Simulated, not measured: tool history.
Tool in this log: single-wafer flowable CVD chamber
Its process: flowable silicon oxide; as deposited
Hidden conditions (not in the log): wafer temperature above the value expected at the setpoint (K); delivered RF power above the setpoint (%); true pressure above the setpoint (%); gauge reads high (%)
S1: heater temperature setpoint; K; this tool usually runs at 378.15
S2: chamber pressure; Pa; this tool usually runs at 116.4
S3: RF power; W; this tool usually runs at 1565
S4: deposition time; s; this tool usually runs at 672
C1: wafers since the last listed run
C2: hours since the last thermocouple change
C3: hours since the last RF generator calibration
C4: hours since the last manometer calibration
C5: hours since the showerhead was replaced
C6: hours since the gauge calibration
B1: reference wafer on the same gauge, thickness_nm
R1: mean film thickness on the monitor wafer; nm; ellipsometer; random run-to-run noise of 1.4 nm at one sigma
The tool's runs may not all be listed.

run 1 hour=0 | S1=378.15 S2=102.7 S3=1565 S4=672 | C1=0 C2=1536.6 C3=2174.3 C4=1659.9 C5=7450.9 C6=249.5 | B1=384.669 | R1=278.33
run 2 hour=13.2 | S1=378.15 S2=102.7 S3=1565 S4=672 | C1=37 C2=1549.8 C3=2187.5 C4=1673.1 C5=7464.1 C6=262.7 | B1=384.899 | R1=279.85
run 3 hour=29.7 | S1=378.15 S2=102.7 S3=1565 S4=672 | C1=47 C2=1566.3 C3=2204 C4=1689.6 C5=7480.6 C6=279.2 | B1=385.297 | R1=278.385
run 4 hour=74.7 | S1=378.15 S2=116.4 S3=1565 S4=672 | C1=128 C2=1611.3 C3=2249 C4=1734.6 C5=7525.6 C6=324.2 | B1=385.569 | R1=312.367
run 5 hour=91.5 | S1=378.15 S2=116.4 S3=1565 S4=672 | C1=48 C2=1628.1 C3=2265.8 C4=1751.4 C5=7542.4 C6=341 | B1=384.745 | R1=310.72
-- hour=100.3 showerhead replaced
run 6 hour=104.6 | S1=378.15 S2=116.4 S3=1565 S4=672 | C1=14 C2=1641.2 C3=2278.9 C4=1764.5 C5=4.3 C6=354.1 | B1=384.638 | R1=310.835
-- hour=122.1 RF generator calibrated
-- hour=123.5 capacitance manometer re-zeroed and calibrated
run 7 hour=124 | S1=378.15 S2=116.4 S3=1565 S4=672 | C1=28 C2=1660.6 C3=1.9 C4=0.5 C5=23.7 C6=373.5 | B1=384.859 | R1=310.968
run 8 hour=136.1 | S1=378.15 S2=116.4 S3=1565 S4=672 | C1=34 C2=1672.7 C3=14 C4=12.6 C5=35.8 C6=385.6 | B1=385.199 | R1=310.931
run 9 hour=181.5 | S1=378.15 S2=116.4 S3=1565 S4=672 | C1=129 C2=1718.1 C3=59.4 C4=58 C5=81.2 C6=431 | B1=384.503 | R1=306.139
run 10 hour=198.4 | S1=378.15 S2=116.4 S3=1565 S4=672 | C1=48 C2=1735 C3=76.3 C4=74.9 C5=98.1 C6=447.9 | B1=385.035 | R1=307.8
run 11 hour=209.5 | S1=378.15 S2=116.4 S3=1565 S4=672 | C1=31 C2=1746.1 C3=87.4 C4=86 C5=109.2 C6=459 | B1=385.001 | R1=306.054
run 12 hour=221.2 | S1=378.15 S2=116.4 S3=1565 S4=672 | C1=33 C2=1757.8 C3=99.1 C4=97.7 C5=120.9 C6=470.7 | B1=384.81 | R1=307.314
run 13 hour=229.9 | S1=391.15 S2=116.4 S3=1765 S4=672 | C1=24 C2=1766.5 C3=107.8 C4=106.4 C5=129.6 C6=479.4 | B1=384.807 | R1=219.523
-- hour=230.7 gauge calibrated
run 14 hour=247 | S1=374.15 S2=116.4 S3=1420 S4=672 | C1=48 C2=1783.6 C3=124.9 C4=123.5 C5=146.7 C6=16.3 | B1=384.891 | R1=338.993
run 15 hour=253.3 | S1=378.15 S2=116.4 S3=1565 S4=672 | C1=18 C2=1789.9 C3=131.2 C4=129.8 C5=153 C6=22.6 | B1=385.211 | R1=303.541
-- hour=263.4 thermocouple changed; heater temperature recalibrated
run 16 hour=264.6 | S1=378.15 S2=89.3 S3=1395 S4=672 | C1=9 C2=1.2 C3=142.5 C4=141.1 C5=164.3 C6=33.9 | B1=384.784 | R1=212.554
run 17 hour=277.8 | S1=389.15 S2=98 S3=1565 S4=579 | C1=37 C2=14.4 C3=155.7 C4=154.3 C5=177.5 C6=47.1 | B1=385.132 | R1=153.877
run 18 hour=294.2 | S1=378.15 S2=89.3 S3=1395 S4=672 | C1=46 C2=30.8 C3=172.1 C4=170.7 C5=193.9 C6=63.5 | B1=384.9 | R1=212.617
run 19 hour=311.3 | S1=378.15 S2=116.4 S3=1565 S4=672 | C1=48 C2=47.9 C3=189.2 C4=187.8 C5=211 C6=80.6 | B1=384.563 | R1=284.353
run 20 hour=320.1 | S1=378.15 S2=116.4 S3=1565 S4=610 | C1=25 C2=56.7 C3=198 C4=196.6 C5=219.8 C6=89.4 | B1=385.335 | R1=257.271
run 21 hour=335.4 | S1=378.15 S2=93.5 S3=1755 S4=624 | C1=43 C2=72 C3=213.3 C4=211.9 C5=235.1 C6=104.7 | B1=385.111 | R1=215.278
-- hour=349.2 thermocouple changed; heater temperature recalibrated, repeated, since the last time left the tool worse
run 22 hour=349.7 | S1=391.15 S2=116.4 S3=1565 S4=672 | C1=18 C2=0.5 C3=227.6 C4=226.2 C5=249.4 C6=119 | B1=385.099 | R1=246.016
run 23 hour=351.8 | S1=378.15 S2=116.4 S3=1740 S4=790 | C1=6 C2=2.6 C3=229.7 C4=228.3 C5=251.5 C6=121.1 | B1=384.778 | R1=427.286
run 24 hour=369.2 | S1=366.15 S2=126.7 S3=1660 S4=717 | C1=49 C2=20 C3=247.1 C4=245.7 C5=268.9 C6=138.5 | B1=384.723 | R1=593.478
run 25 hour=378.7 | S1=387.15 S2=126.7 S3=1445 S4=586 | C1=27 C2=29.5 C3=256.6 C4=255.2 C5=278.4 C6=148 | B1=385.297 | R1=256.451
run 26 hour=390.2 | S1=378.15 S2=116.4 S3=1410 S4=592 | C1=32 C2=41 C3=268.1 C4=266.7 C5=289.9 C6=159.5 | B1=385.102 | R1=308.217
run 27 hour=397.4 | S1=367.15 S2=96.1 S3=1465 S4=672 | C1=20 C2=48.2 C3=275.3 C4=273.9 C5=297.1 C6=166.7 | B1=384.777 | R1=395.328

5 ways to go on from here, each from the tool as it stands after run 27. What would each give?
run A hour=398 | S1=365.15 S2=116.4 S3=1565 S4=672 | C1=1 C2=48.8 C3=275.9 C4=274.5 C5=297.7 C6=167.3 | B1=? | R1=?
run B hour=398 | S1=363.15 S2=124.8 S3=1820 S4=609 | C1=1 C2=48.8 C3=275.9 C4=274.5 C5=297.7 C6=167.3 | B1=? | R1=?
run C hour=398 | S1=378.15 S2=91.7 S3=1420 S4=672 | C1=1 C2=48.8 C3=275.9 C4=274.5 C5=297.7 C6=167.3 | B1=? | R1=?
run D hour=398 | S1=378.15 S2=95.5 S3=1565 S4=731 | C1=1 C2=48.8 C3=275.9 C4=274.5 C5=297.7 C6=167.3 | B1=? | R1=?
run E hour=398 | S1=382.15 S2=130.4 S3=1715 S4=754 | C1=1 C2=48.8 C3=275.9 C4=274.5 C5=297.7 C6=167.3 | B1=? | R1=?

run=A B1=385.097 R1=518.349
run=B B1=385.097 R1=547.626
run=C B1=385.097 R1=273.515
run=D B1=385.097 R1=315.615
run=E B1=385.097 R1=402.037
Without the tool's unlogged condition, the same runs would have read:
run=A R1=517.355
run=B R1=546.566
run=C R1=272.992
run=D R1=315.011
run=E R1=401.282

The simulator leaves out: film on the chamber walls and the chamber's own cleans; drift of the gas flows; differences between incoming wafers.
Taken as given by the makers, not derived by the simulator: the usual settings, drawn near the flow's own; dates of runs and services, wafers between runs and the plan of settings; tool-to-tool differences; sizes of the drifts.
